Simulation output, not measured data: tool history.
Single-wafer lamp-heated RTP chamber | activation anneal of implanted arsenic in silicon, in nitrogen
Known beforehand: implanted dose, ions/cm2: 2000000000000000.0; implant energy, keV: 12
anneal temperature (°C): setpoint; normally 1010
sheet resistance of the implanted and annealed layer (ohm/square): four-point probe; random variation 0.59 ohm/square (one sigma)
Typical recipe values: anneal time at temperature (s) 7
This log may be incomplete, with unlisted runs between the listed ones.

run    hour  anneal temperature (°C)  anneal time at temperature (s)  wafers since the last listed run  wafers since the last pyrometer calibration  wafers since the reflector plate was cleaned  hours since the gauge calibration  read-back reference wafer on the same gauge, sheet resistance  sheet resistance of the implanted and annealed layer (ohm/square)
  1     0.0                      999                               7                                 0                                         2954                                          1710                              265.4                                                         169.35                                                             150.78
      171.8  -- reflector plate cleaned
      200.2  -- pyrometer window cleaned and pyrometer calibrated
  2   276.5                     1010                               6                              4502                                         1318                                          1671                              541.9                                                         170.80                                                             147.82
  3   331.1                     1001                              10                               943                                         2261                                          2615                              596.5                                                         171.01                                                             142.48
  4   395.9                     1001                              10                              1119                                         3381                                          3735                              661.3                                                         171.39                                                             142.31
      487.2  -- reflector plate cleaned
  5   501.5                     1010                               8                              1686                                         5068                                           246                              766.9                                                         171.96                                                             141.56
  6   570.5                     1010                               8                              1192                                         6261                                          1439                              835.9                                                         172.20                                                             141.66
      597.8  -- pyrometer window cleaned and pyrometer calibrated
      651.7  -- gauge calibrated
  7   654.4                     1010                               8                              1311                                          978                                          2751                                2.7                                                         167.93                                                             138.49
  8   705.2                     1029                               7                               878                                         1856                                          3629                               53.5                                                         168.05                                                             128.41
      785.5  -- reflector plate cleaned
  9   786.8                     1027                               7                              1272                                         3128                                            22                              135.1                                                         168.54                                                             130.05
 10   825.5                      994                               8                               668                                         3797                                           691                              173.8                                                         168.76                                                             150.56
 11   927.2                     1010                               9                              1757                                         5555                                          2449                              275.5                                                         169.28                                                             136.22
      953.4  -- pyrometer window cleaned and pyrometer calibrated
 12  1029.5                     1032                               5                              1629                                         1315                                          4079                              377.8                                                         169.85                                                             135.79
     1080.1  -- reflector plate cleaned
 13  1129.2                     1010                               7                              1584                                         2900                                           847                              477.5                                                         170.51                                                             144.49
 14  1203.0                     1027                               7                              1275                                         4175                                          2123                              551.3                                                         170.47                                                             131.45
 15  1308.3                     1019                               3                              1819                                         5995                                          3943                              656.6                                                         171.41                                                             156.78
     1327.0  -- pyrometer window cleaned and pyrometer calibrated
     1356.9  -- reflector plate cleaned
 16  1357.4                     1010                               5                               572                                          386                                             8                              705.7                                                         171.56                                                             153.17

Here are 4 independent what-if runs from the current tool condition. What would each one return?
  A  1357.8                     1010                               7                                 6                                          393                                            15                              706.1                                                              ?                                                                  ?
  B  1357.8                     1010                               4                                 6                                          393                                            15                              706.1                                                              ?                                                                  ?
  C  1357.8                      982                              10                                 6                                          393                                            15                              706.1                                                              ?                                                                  ?
  D  1357.8                     1024                               7                                 6                                          393                                            15                              706.1                                                              ?                                                                  ?

run  read-back reference wafer on the same gauge, sheet resistance  sheet resistance of the implanted and annealed layer (ohm/square)
  A                                                         171.63                                                             144.75
  B                                                         171.63                                                             156.55
  C                                                         171.63                                                             157.27
  D                                                         171.63                                                             134.55
Without the tool's unlogged condition, the same runs would have read:
run  sheet resistance of the implanted and annealed layer (ohm/square)
  A                                                             141.76
  B                                                             153.31
  C                                                             154.02
  D                                                             131.77
